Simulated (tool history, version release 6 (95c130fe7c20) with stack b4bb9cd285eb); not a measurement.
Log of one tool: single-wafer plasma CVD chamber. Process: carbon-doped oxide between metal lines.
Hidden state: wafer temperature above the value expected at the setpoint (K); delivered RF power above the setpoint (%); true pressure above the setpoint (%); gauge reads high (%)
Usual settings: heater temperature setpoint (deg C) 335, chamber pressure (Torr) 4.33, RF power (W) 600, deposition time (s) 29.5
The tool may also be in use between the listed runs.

run,day,heater temperature setpoint (deg C),chamber pressure (Torr),RF power (W),deposition time (s),wafers since the last listed run,hours since the last thermocouple change,hours since the last RF generator calibration,hours since the last manometer calibration,hours since the showerhead was replaced,hours since the gauge calibration,"read-back reference wafer on the same gauge, thickness_nm",mean film thickness on the monitor wafer (angstrom)
1,0.000,335,4.33,550,29.5,0,459.0,1525.9,1357.6,4879.1,753.1,187.172,1528.73
2,2.312,335,4.33,600,25.2,1892,514.5,1581.4,1413.1,4934.6,808.6,186.980,1388.99
# day 2.783: gauge calibrated
3,4.533,335,4.33,600,25.2,1817,567.8,1634.7,1466.4,4987.9,42.0,186.836,1397.67
4,5.612,335,4.33,600,29.5,883,593.7,1660.6,1492.3,5013.8,67.9,186.956,1629.61
5,7.829,335,4.33,600,29.5,1814,646.9,1713.8,1545.5,5067.0,121.1,186.926,1627.90
6,10.608,335,4.33,600,29.5,2274,713.6,1780.5,1612.2,5133.7,187.8,187.108,1630.74
7,13.467,335,4.33,685,29.5,2339,782.2,1849.1,1680.8,5202.3,256.4,187.327,1797.96
8,14.625,335,4.33,685,29.5,948,810.0,1876.9,1708.6,5230.1,284.2,187.102,1790.89
9,16.746,335,4.33,685,29.5,1735,860.9,1927.8,1759.5,5281.0,335.1,186.677,1798.06
10,18.442,335,4.33,600,29.5,1388,901.6,1968.5,1800.2,5321.7,375.8,186.707,1636.07
11,20.275,335,4.33,600,29.5,1500,945.6,2012.5,1844.2,5365.7,419.8,187.014,1642.23
# day 21.162: showerhead replaced
12,21.358,335,4.33,600,29.5,613,971.6,2038.5,1870.2,4.7,445.8,186.982,1635.94
13,22.496,326,4.33,600,31.9,931,998.9,2065.8,1897.5,32.0,473.1,186.954,1832.11
14,25.292,322,4.64,705,35.2,2288,1066.0,2132.9,1964.6,99.1,540.2,186.777,2315.43
# day 25.992: RF generator calibrated
# day 27.000: capacitance manometer re-zeroed and calibrated
15,27.021,346,3.77,695,29.5,869,1107.5,24.7,0.5,140.6,581.7,187.099,1723.56
16,33.658,320,4.33,685,29.5,5432,1266.8,184.0,159.8,299.9,741.0,186.872,1892.16
17,36.350,335,3.52,600,29.5,2203,1331.4,248.6,224.4,364.5,805.6,187.164,1597.17
18,37.425,344,3.54,520,32.7,879,1357.2,274.4,250.2,390.3,831.4,186.956,1548.55
# day 37.496: gauge calibrated
# day 39.962: thermocouple changed; heater temperature recalibrated
19,39.983,340,5.00,600,29.5,1821,0.5,335.8,311.6,451.7,59.7,186.988,1629.80

Forecast run 20:
20,41.104,335,4.33,600,31.1,917,27.4,362.7,338.5,478.6,86.6,?,?

{"run 20": {"read-back reference wafer on the same gauge, thickness_nm": 187.191, "mean film thickness on the monitor wafer (angstrom)": 1705.37}}
Without the tool's hidden state the same run would have given mean film thickness on the monitor wafer (angstrom) 1707.39.
